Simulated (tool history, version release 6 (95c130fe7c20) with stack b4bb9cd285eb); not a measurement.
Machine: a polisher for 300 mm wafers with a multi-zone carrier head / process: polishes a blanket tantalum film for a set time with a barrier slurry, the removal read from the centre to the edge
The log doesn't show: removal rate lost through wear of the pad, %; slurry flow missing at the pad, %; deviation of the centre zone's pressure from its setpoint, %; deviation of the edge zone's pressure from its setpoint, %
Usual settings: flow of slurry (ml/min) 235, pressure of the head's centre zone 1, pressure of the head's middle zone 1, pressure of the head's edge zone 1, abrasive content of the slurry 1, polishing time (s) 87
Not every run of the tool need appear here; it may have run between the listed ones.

run	hour	flow of slurry (ml/min)	pressure of the head's centre zone	pressure of the head's middle zone	pressure of the head's edge zone	abrasive content of the slurry	polishing time (s)	wafers since the last listed run	wafers polished on this pad	hours since the slurry nozzle was cleaned	hours since the centre zone pressure was calibrated	hours since the edge zone pressure was calibrated	hours since the carrier head's membrane was replaced	incoming thickness of the incoming film, nm	film removed at the wafer's centre (angstrom)	film removed at mid-radius (angstrom)	film removed at the wafer's edge (angstrom)
1	0	235	1	1	1	1	87	0	320	395.2	470.8	1092.2	556.6	428.9	1095	1146	1099
2	15.2	235	1	1	1	1	87	92	412	410.4	486	1107.4	571.8	427.4	1092	1163	1111
3	34.8	235	1	1	1	1	87	118	531	430	505.6	1127	591.4	424.5	1101	1176	1124
4	57	235	1	1	1	1	87	134	666	452.2	527.8	1149.2	613.6	431.6	1122	1157	1120
# hour 78.7: centre zone pressure recalibrated
5	89.7	235	1	1	1	1.15	87	186	852	484.9	11	1181.9	646.3	427.7	1068	1230	1186
6	113	235	1.06	1	1	0.85	87	141	993	508.2	34.3	1205.2	669.6	427.2	1002	1093	1033
# hour 121.6: worn pad replaced by a new one
7	141.3	235	1	1	1.05	1	61	147	119	536.5	62.6	1233.5	697.9	436.3	707	823	813
8	168.5	235	1	0.91	1.09	1	87	164	283	563.7	89.8	1260.7	725.1	427	984	1103	1197
9	195.8	235	1	1	1	1	87	165	449	591	117.1	1288	752.4	436.8	980	1186	1114
10	226.3	235	1.06	0.95	1	0.7	87	184	634	621.5	147.6	1318.5	782.9	431.8	910	977	974
# hour 232.6: centre zone pressure recalibrated, repeated, since the last time left the tool worse
# hour 244.1: edge zone pressure recalibrated
11	255.5	235	1	1.06	1	1	67	152	786	650.7	22.9	11.4	812.1	422.8	916	942	864
12	281.3	235	1	1	1	1	87	156	943	676.5	48.7	37.2	837.9	435.1	1193	1180	1116
13	301.6	170	1	1	1	1	87	122	1066	696.8	69	57.5	858.2	424.6	1085	1109	1093

The next listed run, before its measurement:
# hour 310.5: worn pad replaced by a new one
14	322.3	295	1	1	1.11	1	106	101	71	717.5	89.7	78.2	878.9	433.5	?	?	?

{"run 14": {"film removed at the wafer's centre (angstrom)": 1451, "film removed at mid-radius (angstrom)": 1474, "film removed at the wafer's edge (angstrom)": 1470}}
Minus the tool's unlogged condition, the same run would have read film removed at the wafer's centre (angstrom) 1464, film removed at mid-radius (angstrom) 1474, film removed at the wafer's edge (angstrom) 1470.
